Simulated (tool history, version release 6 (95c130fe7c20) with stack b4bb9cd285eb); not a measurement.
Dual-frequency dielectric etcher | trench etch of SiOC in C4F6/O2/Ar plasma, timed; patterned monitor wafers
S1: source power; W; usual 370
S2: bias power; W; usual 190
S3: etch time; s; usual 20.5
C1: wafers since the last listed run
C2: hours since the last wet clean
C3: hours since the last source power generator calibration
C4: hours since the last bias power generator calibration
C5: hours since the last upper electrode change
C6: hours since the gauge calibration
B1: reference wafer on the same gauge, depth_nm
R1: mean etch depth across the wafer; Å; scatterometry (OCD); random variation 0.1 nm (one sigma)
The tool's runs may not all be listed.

run 1 hour=0.0 | S1=430 S2=190 S3=18.0 | C1=0 C2=565.7 C3=3851.2 C4=2331.0 C5=4312.8 C6=1326.2 | B1=41.91 | R1=375.0
-- hour=62.6 wet clean of the chamber
run 2 hour=66.9 | S1=370 S2=190 S3=20.5 | C1=595 C2=4.3 C3=3918.1 C4=2397.9 C5=4379.7 C6=1393.1 | B1=41.89 | R1=416.7
run 3 hour=107.9 | S1=370 S2=190 S3=20.5 | C1=569 C2=45.3 C3=3959.1 C4=2438.9 C5=4420.7 C6=1434.1 | B1=41.86 | R1=414.9
run 4 hour=147.6 | S1=370 S2=190 S3=20.5 | C1=551 C2=85.0 C3=3998.8 C4=2478.6 C5=4460.4 C6=1473.8 | B1=41.93 | R1=413.4
run 5 hour=203.1 | S1=370 S2=217 S3=18.5 | C1=770 C2=140.5 C3=4054.3 C4=2534.1 C5=4515.9 C6=1529.3 | B1=41.88 | R1=388.5
-- hour=253.2 upper electrode replaced
run 6 hour=277.8 | S1=370 S2=217 S3=18.5 | C1=704 C2=215.2 C3=4129.0 C4=2608.8 C5=24.6 C6=1604.0 | B1=41.89 | R1=388.7
run 7 hour=315.7 | S1=370 S2=190 S3=20.5 | C1=526 C2=253.1 C3=4166.9 C4=2646.7 C5=62.5 C6=1641.9 | B1=41.86 | R1=408.5
run 8 hour=362.7 | S1=310 S2=190 S3=20.5 | C1=652 C2=300.1 C3=4213.9 C4=2693.7 C5=109.5 C6=1688.9 | B1=41.90 | R1=384.6
run 9 hour=408.1 | S1=310 S2=190 S3=20.5 | C1=630 C2=345.5 C3=4259.3 C4=2739.1 C5=154.9 C6=1734.3 | B1=41.88 | R1=383.4
run 10 hour=453.4 | S1=370 S2=190 S3=20.5 | C1=629 C2=390.8 C3=4304.6 C4=2784.4 C5=200.2 C6=1779.6 | B1=41.89 | R1=406.6
run 11 hour=589.5 | S1=370 S2=190 S3=20.5 | C1=1890 C2=526.9 C3=4440.7 C4=2920.5 C5=336.3 C6=1915.7 | B1=41.91 | R1=401.6
-- hour=633.4 wet clean of the chamber
-- hour=677.8 source power generator calibrated
run 12 hour=689.0 | S1=400 S2=163 S3=25.0 | C1=992 C2=55.6 C3=11.2 C4=3020.0 C5=435.8 C6=2015.2 | B1=41.90 | R1=495.9
run 13 hour=787.0 | S1=370 S2=212 S3=20.5 | C1=1360 C2=153.6 C3=109.2 C4=3118.0 C5=533.8 C6=2113.2 | B1=41.89 | R1=428.7
run 14 hour=832.9 | S1=370 S2=151 S3=23.0 | C1=637 C2=199.5 C3=155.1 C4=3163.9 C5=579.7 C6=2159.1 | B1=41.94 | R1=427.9
run 15 hour=900.8 | S1=370 S2=217 S3=18.5 | C1=942 C2=267.4 C3=223.0 C4=3231.8 C5=647.6 C6=2227.0 | B1=41.92 | R1=388.2
-- hour=949.2 bias power generator calibrated
run 16 hour=949.7 | S1=430 S2=190 S3=20.5 | C1=623 C2=316.3 C3=271.9 C4=0.5 C5=696.5 C6=2275.9 | B1=41.89 | R1=425.6
run 17 hour=1028.2 | S1=370 S2=190 S3=20.5 | C1=1090 C2=394.8 C3=350.4 C4=79.0 C5=775.0 C6=2354.4 | B1=41.90 | R1=401.9
-- hour=1167.9 wet clean of the chamber
run 18 hour=1172.8 | S1=300 S2=202 S3=20.5 | C1=1674 C2=4.9 C3=495.0 C4=223.6 C5=919.6 C6=2499.0 | B1=41.89 | R1=388.1
run 19 hour=1237.6 | S1=370 S2=169 S3=20.5 | C1=899 C2=69.7 C3=559.8 C4=288.4 C5=984.4 C6=2563.8 | B1=41.91 | R1=393.0
run 20 hour=1314.6 | S1=370 S2=169 S3=20.5 | C1=1069 C2=146.7 C3=636.8 C4=365.4 C5=1061.4 C6=2640.8 | B1=41.88 | R1=390.9
run 21 hour=1351.6 | S1=370 S2=190 S3=20.5 | C1=513 C2=183.7 C3=673.8 C4=402.4 C5=1098.4 C6=2677.8 | B1=41.91 | R1=404.9
run 22 hour=1403.4 | S1=370 S2=205 S3=23.0 | C1=719 C2=235.5 C3=725.6 C4=454.2 C5=1150.2 C6=2729.6 | B1=41.90 | R1=465.2
run 23 hour=1471.5 | S1=370 S2=148 S3=14.5 | C1=945 C2=303.6 C3=793.7 C4=522.3 C5=1218.3 C6=2797.7 | B1=41.88 | R1=262.3
-- hour=1501.4 gauge calibrated
run 24 hour=1530.7 | S1=370 S2=190 S3=20.5 | C1=822 C2=362.8 C3=852.9 C4=581.5 C5=1277.5 C6=29.3 | B1=41.91 | R1=400.9
run 25 hour=1607.7 | S1=400 S2=213 S3=26.0 | C1=1069 C2=439.8 C3=929.9 C4=658.5 C5=1354.5 C6=106.3 | B1=41.89 | R1=545.9
run 26 hour=1684.9 | S1=370 S2=157 S3=20.5 | C1=1072 C2=517.0 C3=1007.1 C4=735.7 C5=1431.7 C6=183.5 | B1=41.88 | R1=375.7
run 27 hour=1765.7 | S1=310 S2=190 S3=26.0 | C1=1122 C2=597.8 C3=1087.9 C4=816.5 C5=1512.5 C6=264.3 | B1=41.90 | R1=472.4
-- hour=1827.6 wet clean of the chamber
run 28 hour=1860.0 | S1=310 S2=144 S3=20.5 | C1=976 C2=32.4 C3=1182.2 C4=910.8 C5=1606.8 C6=358.6 | B1=41.90 | R1=351.2
run 29 hour=2073.4 | S1=370 S2=190 S3=20.5 | C1=2963 C2=245.8 C3=1395.6 C4=1124.2 C5=1820.2 C6=572.0 | B1=41.91 | R1=405.0

Forecast each of these 4 alternatives for the next run:
run A hour=2073.8 | S1=370 S2=190 S3=20.5 | C1=5 C2=246.2 C3=1396.0 C4=1124.6 C5=1820.6 C6=572.4 | B1=? | R1=?
run B hour=2073.8 | S1=340 S2=190 S3=17.0 | C1=5 C2=246.2 C3=1396.0 C4=1124.6 C5=1820.6 C6=572.4 | B1=? | R1=?
run C hour=2073.8 | S1=370 S2=153 S3=20.5 | C1=5 C2=246.2 C3=1396.0 C4=1124.6 C5=1820.6 C6=572.4 | B1=? | R1=?
run D hour=2073.8 | S1=370 S2=190 S3=24.0 | C1=5 C2=246.2 C3=1396.0 C4=1124.6 C5=1820.6 C6=572.4 | B1=? | R1=?

run=A B1=41.89 R1=408.4
run=B B1=41.89 R1=328.4
run=C B1=41.89 R1=380.0
run=D B1=41.89 R1=478.1
Without the tool's hidden state the same runs would have given:
run=A R1=409.7
run=B R1=329.4
run=C R1=381.4
run=D R1=479.6
